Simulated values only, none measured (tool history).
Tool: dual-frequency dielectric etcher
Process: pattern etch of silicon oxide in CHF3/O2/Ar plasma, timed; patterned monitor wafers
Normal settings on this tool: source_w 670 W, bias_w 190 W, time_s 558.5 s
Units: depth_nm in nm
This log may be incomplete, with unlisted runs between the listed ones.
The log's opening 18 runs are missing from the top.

| run | hour | source_w | bias_w | time_s | wafers since the last listed run | hours since the last wet clean | hours since the last source power generator calibration | hours since the last bias power generator calibration | hours since the last upper electrode change | hours since the gauge calibration | read-back reference wafer on the same gauge, depth_nm | depth_nm |
|---|---|---|---|---|---|---|---|---|---|---|---|---|
|  | 854.9 | upper electrode replaced |
| 19 | 866.8 | 790 | 190 | 609.5 | 169 | 229.2 | 595.5 | 928.5 | 11.9 | 849.0 | 1120.3 | 1198.6 |
| 20 | 932.6 | 550 | 213 | 479.5 | 254 | 295.0 | 661.3 | 994.3 | 77.7 | 914.8 | 1120.4 | 872.6 |
| 21 | 979.8 | 720 | 190 | 513.0 | 182 | 342.2 | 708.5 | 1041.5 | 124.9 | 962.0 | 1120.0 | 969.6 |
| 22 | 1026.5 | 670 | 190 | 558.5 | 180 | 388.9 | 755.2 | 1088.2 | 171.6 | 1008.7 | 1120.5 | 1017.0 |
| 23 | 1092.3 | 790 | 172 | 655.5 | 254 | 454.7 | 821.0 | 1154.0 | 237.4 | 1074.5 | 1119.8 | 1204.7 |
|  | 1149.9 | wet clean of the chamber |
| 24 | 1152.0 | 670 | 190 | 558.5 | 138 | 2.1 | 880.7 | 1213.7 | 297.1 | 1134.2 | 1120.1 | 1077.4 |
| 25 | 1213.0 | 670 | 190 | 558.5 | 236 | 63.1 | 941.7 | 1274.7 | 358.1 | 1195.2 | 1119.3 | 1075.2 |
| 26 | 1252.1 | 530 | 190 | 422.0 | 151 | 102.2 | 980.8 | 1313.8 | 397.2 | 1234.3 | 1119.9 | 743.4 |
| 27 | 1294.0 | 800 | 149 | 656.0 | 162 | 144.1 | 1022.7 | 1355.7 | 439.1 | 1276.2 | 1120.1 | 1185.1 |
| 28 | 1361.9 | 670 | 190 | 558.5 | 263 | 212.0 | 1090.6 | 1423.6 | 507.0 | 1344.1 | 1119.9 | 1040.6 |
| 29 | 1393.6 | 760 | 237 | 469.5 | 122 | 243.7 | 1122.3 | 1455.3 | 538.7 | 1375.8 | 1120.3 | 1003.9 |
| 30 | 1458.2 | 670 | 190 | 558.5 | 250 | 308.3 | 1186.9 | 1519.9 | 603.3 | 1440.4 | 1119.7 | 1034.0 |

Each row is a separate what-if for the run after 30, all from the same tool condition, not one after another. Results?
| A | 1458.8 | 670 | 211 | 558.5 | 2 | 308.9 | 1187.5 | 1520.5 | 603.9 | 1441.0 | ? | ? |
| B | 1458.8 | 810 | 176 | 670.0 | 2 | 308.9 | 1187.5 | 1520.5 | 603.9 | 1441.0 | ? | ? |
| C | 1458.8 | 670 | 230 | 415.5 | 2 | 308.9 | 1187.5 | 1520.5 | 603.9 | 1441.0 | ? | ? |

| run | read-back reference wafer on the same gauge, depth_nm | depth_nm |
|---|---|---|
| A | 1119.2 | 1084.8 |
| B | 1119.2 | 1283.6 |
| C | 1119.2 | 837.6 |
Without the tool's hidden state the same runs would have given:
| run | depth_nm |
|---|---|
| A | 1139.4 |
| B | 1346.9 |
| C | 880.0 |
